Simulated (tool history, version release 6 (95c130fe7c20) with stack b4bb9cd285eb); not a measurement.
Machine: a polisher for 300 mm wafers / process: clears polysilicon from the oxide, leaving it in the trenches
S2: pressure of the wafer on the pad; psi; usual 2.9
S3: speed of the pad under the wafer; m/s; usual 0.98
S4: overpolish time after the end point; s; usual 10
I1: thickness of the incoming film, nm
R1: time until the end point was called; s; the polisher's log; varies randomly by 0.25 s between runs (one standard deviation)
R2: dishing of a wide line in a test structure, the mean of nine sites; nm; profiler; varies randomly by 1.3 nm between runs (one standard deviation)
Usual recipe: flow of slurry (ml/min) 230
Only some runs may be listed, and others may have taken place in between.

{"run": 1, "hour": 0.0, "flow of slurry (ml/min)": 230, "S2": 2.9, "S3": 0.98, "S4": 10, "I1": 446.5, "R1": 31.5, "R2": 58.9}
{"run": 2, "hour": 17.6, "flow of slurry (ml/min)": 230, "S2": 2.9, "S3": 0.98, "S4": 10, "I1": 439.5, "R1": 32.1, "R2": 59.2}
{"run": 3, "hour": 28.9, "flow of slurry (ml/min)": 175, "S2": 2.9, "S3": 0.98, "S4": 10, "I1": 438.6, "R1": 34.7, "R2": 55.8}
{"hour": 40.4, "done": "slurry nozzle cleaned"}
{"run": 4, "hour": 44.9, "flow of slurry (ml/min)": 175, "S2": 2.9, "S3": 0.98, "S4": 10, "I1": 446.6, "R1": 32, "R2": 56.3}
{"run": 5, "hour": 58.8, "flow of slurry (ml/min)": 230, "S2": 2.9, "S3": 0.98, "S4": 10, "I1": 440.4, "R1": 31.2, "R2": 59.1}
{"run": 6, "hour": 65.2, "flow of slurry (ml/min)": 230, "S2": 2.9, "S3": 0.98, "S4": 10, "I1": 439.3, "R1": 31.2, "R2": 57.2}
{"hour": 80.3, "done": "worn pad replaced by a new one"}
{"run": 7, "hour": 82.2, "flow of slurry (ml/min)": 230, "S2": 2.9, "S3": 0.98, "S4": 10, "I1": 446.3, "R1": 28.7, "R2": 57.7}
{"run": 8, "hour": 96.4, "flow of slurry (ml/min)": 230, "S2": 2.9, "S3": 0.98, "S4": 10, "I1": 434.3, "R1": 27.9, "R2": 59.9}
{"run": 9, "hour": 104.6, "flow of slurry (ml/min)": 230, "S2": 2.9, "S3": 0.98, "S4": 10, "I1": 447.9, "R1": 29.7, "R2": 59.3}
{"hour": 116.1, "done": "head pressure recalibrated"}
{"run": 10, "hour": 130.8, "flow of slurry (ml/min)": 230, "S2": 2.9, "S3": 0.98, "S4": 10, "I1": 446.2, "R1": 30.9, "R2": 56.5}
{"run": 11, "hour": 144.9, "flow of slurry (ml/min)": 230, "S2": 2.9, "S3": 0.98, "S4": 10, "I1": 445.1, "R1": 31.3, "R2": 55.2}
{"run": 12, "hour": 153.5, "flow of slurry (ml/min)": 230, "S2": 2.9, "S3": 1.12, "S4": 14, "I1": 437.1, "R1": 27.2, "R2": 64.3}
{"run": 13, "hour": 168.3, "flow of slurry (ml/min)": 230, "S2": 2.9, "S3": 0.98, "S4": 10, "I1": 432.2, "R1": 31.2, "R2": 56.6}
{"run": 14, "hour": 175.2, "flow of slurry (ml/min)": 165, "S2": 3.6, "S3": 1.1, "S4": 12, "I1": 431.8, "R1": 24.9, "R2": 60}
{"run": 15, "hour": 191.7, "flow of slurry (ml/min)": 230, "S2": 2.9, "S3": 0.98, "S4": 10, "I1": 442, "R1": 33.7, "R2": 57.1}
{"run": 16, "hour": 199.4, "flow of slurry (ml/min)": 230, "S2": 2, "S3": 0.98, "S4": 14, "I1": 438.1, "R1": 48.8, "R2": 56.3}
{"hour": 206.2, "done": "worn pad replaced by a new one"}
{"run": 17, "hour": 213.8, "flow of slurry (ml/min)": 255, "S2": 2.1, "S3": 0.98, "S4": 10, "I1": 435.4, "R1": 41, "R2": 52.2}
{"run": 18, "hour": 223.1, "flow of slurry (ml/min)": 295, "S2": 2.9, "S3": 0.88, "S4": 10, "I1": 442.4, "R1": 33, "R2": 57.4}
{"run": 19, "hour": 235.5, "flow of slurry (ml/min)": 290, "S2": 3.5, "S3": 0.88, "S4": 10, "I1": 435.7, "R1": 27.4, "R2": 62.1}
{"run": 20, "hour": 249.9, "flow of slurry (ml/min)": 230, "S2": 2.9, "S3": 0.98, "S4": 10, "I1": 432.5, "R1": 31.7, "R2": 56.8}
{"run": 21, "hour": 284.7, "flow of slurry (ml/min)": 230, "S2": 2.9, "S3": 0.98, "S4": 10, "I1": 438.1, "R1": 33.7, "R2": 58.1}
{"hour": 289.0, "done": "slurry nozzle cleaned"}
{"run": 22, "hour": 302.2, "flow of slurry (ml/min)": 230, "S2": 3.8, "S3": 0.98, "S4": 10, "I1": 441.5, "R1": 23.3, "R2": 60.7}
{"run": 23, "hour": 319.0, "flow of slurry (ml/min)": 175, "S2": 2.9, "S3": 0.98, "S4": 10, "I1": 437.6, "R1": 33.6, "R2": 58.9}
{"hour": 333.9, "done": "worn pad replaced by a new one"}
{"run": 24, "hour": 334.4, "flow of slurry (ml/min)": 170, "S2": 3.5, "S3": 1.16, "S4": 13, "I1": 441.1, "R1": 21.3, "R2": 64.4}
{"run": 25, "hour": 342.2, "flow of slurry (ml/min)": 190, "S2": 3.7, "S3": 1.08, "S4": 14, "I1": 436.2, "R1": 21, "R2": 63.6}
{"run": 26, "hour": 350.5, "flow of slurry (ml/min)": 230, "S2": 2.9, "S3": 0.76, "S4": 13, "I1": 438.1, "R1": 37.5, "R2": 56.1}
{"run": 27, "hour": 363.2, "flow of slurry (ml/min)": 260, "S2": 2.5, "S3": 0.98, "S4": 5, "I1": 444.1, "R1": 34.2, "R2": 42.6}
{"run": 28, "hour": 377.8, "flow of slurry (ml/min)": 230, "S2": 2.9, "S3": 0.98, "S4": 10, "I1": 434.1, "R1": 30.2, "R2": 58.8}
{"run": 29, "hour": 387.0, "flow of slurry (ml/min)": 230, "S2": 2.9, "S3": 1.24, "S4": 10, "I1": 437.6, "R1": 24.6, "R2": 62.3}
{"run": 30, "hour": 397.9, "flow of slurry (ml/min)": 230, "S2": 2.1, "S3": 0.98, "S4": 10, "I1": 440.1, "R1": 43.4, "R2": 51.1}
{"run": 31, "hour": 405.6, "flow of slurry (ml/min)": 230, "S2": 2.9, "S3": 0.98, "S4": 10, "I1": 432.5, "R1": 31.3, "R2": 56.9}
{"run": 32, "hour": 416.3, "flow of slurry (ml/min)": 160, "S2": 2.5, "S3": 0.98, "S4": 16, "I1": 445.9, "R1": 41.8, "R2": 61.6}
{"run": 33, "hour": 432.5, "flow of slurry (ml/min)": 230, "S2": 2.9, "S3": 0.98, "S4": 10, "I1": 443.5, "R1": 34.1, "R2": 56.6}
{"hour": 444.7, "done": "worn pad replaced by a new one"}
{"run": 34, "hour": 445.2, "flow of slurry (ml/min)": 290, "S2": 2.9, "S3": 0.84, "S4": 7, "I1": 439, "R1": 33.2, "R2": 48.8}

Below are 5 alternative next runs, each starting from the tool's condition after run 34. Predict each:
{"run": "A", "hour": 445.6, "flow of slurry (ml/min)": 230, "S2": 2.9, "S3": 0.98, "S4": 6, "I1": 449.8, "R1": "?", "R2": "?"}
{"run": "B", "hour": 445.6, "flow of slurry (ml/min)": 230, "S2": 2.9, "S3": 0.98, "S4": 15, "I1": 449.8, "R1": "?", "R2": "?"}
{"run": "C", "hour": 445.6, "flow of slurry (ml/min)": 230, "S2": 3.4, "S3": 0.8, "S4": 13, "I1": 449.8, "R1": "?", "R2": "?"}
{"run": "D", "hour": 445.6, "flow of slurry (ml/min)": 230, "S2": 1.9, "S3": 1.3, "S4": 10, "I1": 449.8, "R1": "?", "R2": "?"}
{"run": "E", "hour": 445.6, "flow of slurry (ml/min)": 290, "S2": 2.9, "S3": 0.98, "S4": 10, "I1": 449.8, "R1": "?", "R2": "?"}

run=A R1=29.9 R2=48.2
run=B R1=29.9 R2=62.3
run=C R1=31.3 R2=60.6
run=D R1=34.4 R2=55.6
run=E R1=28.6 R2=58.5
Had the tool no hidden state, the same runs would have come out as:
run=A R1=26.9 R2=50.5
run=B R1=26.9 R2=62.9
run=C R1=28.2 R2=61.6
run=D R1=31 R2=57.4
run=E R1=26.2 R2=59.7

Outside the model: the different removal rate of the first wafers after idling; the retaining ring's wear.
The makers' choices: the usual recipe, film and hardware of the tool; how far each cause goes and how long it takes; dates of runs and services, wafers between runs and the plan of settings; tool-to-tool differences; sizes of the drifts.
